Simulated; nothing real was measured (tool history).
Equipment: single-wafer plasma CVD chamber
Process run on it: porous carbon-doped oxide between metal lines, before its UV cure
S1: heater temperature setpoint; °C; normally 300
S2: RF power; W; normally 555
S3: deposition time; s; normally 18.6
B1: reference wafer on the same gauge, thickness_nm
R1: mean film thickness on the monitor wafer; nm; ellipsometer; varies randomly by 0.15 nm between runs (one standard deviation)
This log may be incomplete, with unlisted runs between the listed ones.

Run 1, hour 0.0: usual settings; B1 109.962. Result: R1 97.952 nm.
Run 2, hour 12.6: usual settings; B1 110.014. Result: R1 98.260 nm.
Run 3, hour 22.9: usual settings; B1 109.986. Result: R1 98.263 nm.
Run 4, hour 35.1: usual settings but S1 290 °C; B1 109.883. Result: R1 103.662 nm.
Run 5, hour 52.2: usual settings but S1 290 °C; B1 110.019. Result: R1 103.453 nm.
Run 6, hour 68.0: usual settings but S1 290 °C; B1 110.052. Result: R1 103.558 nm.
Run 7, hour 74.7: usual settings; B1 109.943. Result: R1 98.317 nm.
Run 8, hour 83.1: usual settings; B1 110.001. Result: R1 98.135 nm.
Run 9, hour 92.8: usual settings; B1 110.000. Result: R1 98.256 nm.
Run 10, hour 102.6: usual settings; B1 110.056. Result: R1 98.407 nm.
Run 11, hour 117.0: usual settings but S3 16.5 s; B1 109.987. Result: R1 87.529 nm.
Run 12, hour 127.3: usual settings but S3 16.5 s; B1 110.000. Result: R1 87.646 nm.
Run 13, hour 142.4: usual settings; B1 109.947. Result: R1 98.475 nm.
Run 14, hour 149.7: usual settings; B1 110.033. Result: R1 98.309 nm.
At hour 172.1: RF generator calibrated.
Run 15, hour 172.6: usual settings but S1 307 °C, S2 495 W; B1 110.004. Result: R1 94.275 nm.
Run 16, hour 175.6: usual settings; B1 109.927. Result: R1 102.073 nm.
Run 17, hour 184.5: usual settings but S1 310 °C, S3 15.4 s; B1 109.939. Result: R1 80.971 nm.
At hour 195.6: showerhead replaced, of another model than before.
Run 18, hour 198.8: usual settings; B1 110.093. Result: R1 101.514 nm.
At hour 200.7: gauge calibrated.
Run 19, hour 212.9: usual settings but S1 285 °C, S2 450 W, S3 16.1 s; B1 109.992. Result: R1 81.430 nm.
Run 20, hour 229.1: usual settings but S2 640 W; B1 109.998. Result: R1 111.791 nm.
At hour 241.5: thermocouple changed; heater temperature recalibrated.
Run 21, hour 242.0: usual settings but S2 455 W, S3 21.4 s; B1 109.963. Result: R1 99.541 nm.
Run 22, hour 244.5: usual settings but S1 289 °C, S2 455 W, S3 16.1 s; B1 110.032. Result: R1 79.971 nm.
Run 23, hour 253.0: usual settings but S2 655 W; B1 110.019. Result: R1 113.451 nm.
Run 24, hour 268.5: usual settings; B1 110.020. Result: R1 100.832 nm.
Run 25, hour 282.0: usual settings but S1 306 °C, S2 610 W, S3 16.1 s; B1 109.940. Result: R1 90.921 nm.
Run 26, hour 293.5: usual settings but S1 286 °C, S2 455 W, S3 17.4 s; B1 110.008. Result: R1 87.402 nm.
Run 27, hour 304.9: usual settings; B1 109.919. Result: R1 100.494 nm.
Run 28, hour 317.9: usual settings; B1 110.010. Result: R1 100.566 nm.

Branching from run 28: 3 alternative next runs. What would each branch give?
Run A, hour 318.3: usual settings; B1 ?. Result: R1 ?.
Run B, hour 318.3: usual settings but S3 21.2 s; B1 ?. Result: R1 ?.
Run C, hour 318.3: usual settings but S2 615 W; B1 ?. Result: R1 ?.

run       B1       R1
  A  109.992  100.359
  B  109.992  113.866
  C  109.992  107.949
Without the tool's unlogged condition, the same runs would have read:
run       R1
  A  102.104
  B  115.845
  C  109.800
